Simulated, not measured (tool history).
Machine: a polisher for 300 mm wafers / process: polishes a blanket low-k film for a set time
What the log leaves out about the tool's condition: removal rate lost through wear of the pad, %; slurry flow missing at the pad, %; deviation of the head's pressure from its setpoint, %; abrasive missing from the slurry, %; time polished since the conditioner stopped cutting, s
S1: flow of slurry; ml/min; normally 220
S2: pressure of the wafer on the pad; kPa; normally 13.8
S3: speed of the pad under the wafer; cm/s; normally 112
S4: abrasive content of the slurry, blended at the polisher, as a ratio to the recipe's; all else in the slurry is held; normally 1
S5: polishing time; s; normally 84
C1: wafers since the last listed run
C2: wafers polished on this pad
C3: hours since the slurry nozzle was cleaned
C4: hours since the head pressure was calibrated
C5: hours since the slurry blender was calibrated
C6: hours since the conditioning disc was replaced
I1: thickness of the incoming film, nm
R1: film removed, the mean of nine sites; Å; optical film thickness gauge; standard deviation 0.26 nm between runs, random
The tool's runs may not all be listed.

run	hour	S1	S2	S3	S4	S5	C1	C2	C3	C4	C5	C6	I1	R1
1	0	220	13.8	112	1	84	0	1032	193.5	309.1	238.3	74.3	541.2	308
2	39.4	220	13.8	112	1	84	436	1468	232.9	348.5	277.7	113.7	541.8	305
# hour 216.8: head pressure recalibrated
3	234.5	220	13.8	112	1	84	2139	3608	428	17.7	472.8	308.8	542.8	301
# hour 259.1: slurry nozzle cleaned
4	259.6	220	13.8	122	1	84	267	3875	0.5	42.8	497.9	333.9	541.2	318
# hour 276: slurry blender recalibrated
5	286.2	220	13.8	112	1	84	272	4147	27.1	69.4	10.2	360.5	540	332
# hour 295: worn pad replaced by a new one
# hour 325.9: conditioning disc replaced and pad reconditioned
6	342.2	220	13.8	112	1	69	553	500	83.1	125.4	66.2	16.3	545.1	264
7	407.9	160	13.8	112	1.1	62	727	1228	148.8	191.1	131.9	82	532	234
8	451.8	220	13.8	112	1	67	486	1714	192.7	235	175.8	125.9	540.2	246
9	498.9	220	15.9	96	1.25	104	521	2236	239.8	282.1	222.9	173	538.8	436
10	560.8	220	13.8	112	1	84	685	2922	301.7	344	284.8	234.9	544.6	306
11	617.5	245	13.8	112	1	84	628	3550	358.4	400.7	341.5	291.6	542.1	305
12	643.9	220	11.7	112	1	93	292	3843	384.8	427.1	367.9	318	544	285
13	702.2	220	13.8	112	1	84	645	4488	443.1	485.4	426.2	376.3	536.4	301
# hour 717.7: worn pad replaced by a new one
# hour 723.2: slurry nozzle cleaned
# hour 737.7: head pressure recalibrated
14	740.9	220	13.8	112	0.85	84	351	224	17.7	3.2	464.9	415	538.9	286
# hour 770.4: conditioning disc replaced and pad reconditioned
# hour 837.7: slurry blender recalibrated
15	901.1	220	17.2	82	1.15	62	1730	1954	177.9	163.4	63.4	130.7	531.5	263
16	946.2	220	13.8	112	1	99	499	2454	223	208.5	108.5	175.8	534.6	371
17	1001.7	220	13.8	112	0.9	84	614	3069	278.5	264	164	231.3	543.8	303
18	1044.1	220	13.8	112	1	73	469	3539	320.9	306.4	206.4	273.7	543	268
19	1081	185	9	112	1	84	408	3947	357.8	343.3	243.3	310.6	535.9	193
20	1111.2	260	13.8	112	1	84	334	4282	388	373.5	273.5	340.8	535.8	310
# hour 1128.9: worn pad replaced by a new one
21	1151.4	220	9.7	112	1	84	401	249	428.2	413.7	313.7	381	533.2	211
# hour 1171.9: conditioning disc replaced and pad reconditioned
22	1187.6	220	13.8	112	1	84	378	628	464.4	449.9	349.9	15.7	539.8	303
# hour 1202.2: head pressure recalibrated
# hour 1227.3: slurry nozzle cleaned
23	1232.4	220	9	112	1	84	463	1091	5.1	30.2	394.7	60.5	533.1	194
# hour 1282.6: slurry blender recalibrated
24	1297.6	220	13.8	112	1	84	700	1791	70.3	95.4	15	125.7	546.2	324

Alternative continuations, all from the tool just after run 24; predict every row:
A	1298	220	16.5	112	1	84	4	1795	70.7	95.8	15.4	126.1	530.1	?
B	1298	290	11.7	142	0.9	84	4	1795	70.7	95.8	15.4	126.1	530.1	?
C	1298	165	17.9	112	1	84	4	1795	70.7	95.8	15.4	126.1	530.1	?
D	1298	220	12.4	148	1.1	107	4	1795	70.7	95.8	15.4	126.1	530.1	?
E	1298	250	13.8	80	1	84	4	1795	70.7	95.8	15.4	126.1	530.1	?

run	R1
A	395
B	313
C	416
D	451
E	284
What these runs would have given with no unlogged condition in the tool:
run	R1
A	402
B	319
C	423
D	459
E	289
